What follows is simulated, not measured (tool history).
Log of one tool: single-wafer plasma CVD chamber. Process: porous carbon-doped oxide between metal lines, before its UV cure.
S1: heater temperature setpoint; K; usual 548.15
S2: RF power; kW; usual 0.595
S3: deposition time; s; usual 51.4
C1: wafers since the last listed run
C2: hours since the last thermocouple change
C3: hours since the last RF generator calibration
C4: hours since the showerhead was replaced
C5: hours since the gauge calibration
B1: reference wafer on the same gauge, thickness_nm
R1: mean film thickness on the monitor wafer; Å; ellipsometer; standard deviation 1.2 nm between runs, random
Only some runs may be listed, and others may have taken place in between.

run,hour,S1,S2,S3,C1,C2,C3,C4,C5,B1,R1
1,0.0,560.15,0.595,53.7,0,1024.5,672.8,1734.7,615.6,339.495,3471.34
2,42.8,560.15,0.595,53.7,665,1067.3,715.6,1777.5,658.4,339.381,3494.65
3,115.9,548.15,0.595,51.4,1136,1140.4,788.7,1850.6,731.5,338.971,3623.50
# hour 157.0: thermocouple changed; heater temperature recalibrated
4,202.7,548.15,0.595,59.2,1224,45.7,875.5,1937.4,818.3,339.082,4170.31
5,271.5,548.15,0.595,51.4,1069,114.5,944.3,2006.2,887.1,339.705,3640.15
6,348.8,548.15,0.595,51.4,1201,191.8,1021.6,2083.5,964.4,339.224,3620.13
# hour 648.8: gauge calibrated
7,652.1,548.15,0.525,51.4,4714,495.1,1324.9,2386.8,3.3,339.233,3390.44
# hour 737.8: showerhead replaced
8,751.3,548.15,0.525,51.4,1417,594.3,1424.1,13.5,102.5,339.191,3377.35
9,817.4,548.15,0.595,51.4,1027,660.4,1490.2,79.6,168.6,338.763,3577.57
10,866.3,548.15,0.595,48.8,760,709.3,1539.1,128.5,217.5,339.278,3394.60
11,929.5,548.15,0.595,48.8,982,772.5,1602.3,191.7,280.7,339.637,3388.18
12,1005.3,558.15,0.595,51.4,1178,848.3,1678.1,267.5,356.5,338.980,3302.88
# hour 1042.3: RF generator calibrated
13,1103.1,548.15,0.645,51.4,1395,946.1,60.8,365.3,454.3,339.551,3618.60
14,1186.1,548.15,0.595,51.4,1290,1029.1,143.8,448.3,537.3,339.161,3489.34
15,1258.4,560.15,0.595,51.4,1123,1101.4,216.1,520.6,609.6,338.673,3183.55
16,1348.7,536.15,0.595,51.4,1403,1191.7,306.4,610.9,699.9,339.061,3820.60
17,1396.7,537.15,0.670,48.1,746,1239.7,354.4,658.9,747.9,338.704,3772.13
# hour 1413.1: thermocouple changed; heater temperature recalibrated
18,1467.9,548.15,0.595,48.8,982,54.8,425.6,730.1,819.1,338.678,3277.98
# hour 1531.0: RF generator calibrated, repeated, since the last time left the tool worse
19,1562.7,538.15,0.595,51.4,1349,149.6,31.7,824.9,913.9,339.411,3951.50
20,1607.2,548.15,0.495,51.4,691,194.1,76.2,869.4,958.4,338.938,3330.90
21,1690.5,548.15,0.595,56.4,1294,277.4,159.5,952.7,1041.7,338.542,3979.20
# hour 1692.4: gauge calibrated
22,1765.8,548.15,0.500,51.4,1170,352.7,234.8,1028.0,73.4,338.864,3361.62
23,2081.6,548.15,0.595,51.4,4908,668.5,550.6,1343.8,389.2,338.961,3641.38

What if the next run were any one of these 4? Each begins from the tool's condition after run 23:
A,2082.0,548.15,0.490,51.4,6,668.9,551.0,1344.2,389.6,?,?
B,2082.0,558.15,0.490,51.4,6,668.9,551.0,1344.2,389.6,?,?
C,2082.0,548.15,0.595,58.8,6,668.9,551.0,1344.2,389.6,?,?
D,2082.0,540.15,0.485,41.7,6,668.9,551.0,1344.2,389.6,?,?

run,B1,R1
A,338.664,3321.71
B,338.664,3090.45
C,338.664,4166.53
D,338.664,2861.28
With no hidden state in the tool, these same runs would have given:
run,R1
A,3336.26
B,3103.98
C,4184.39
D,2873.80
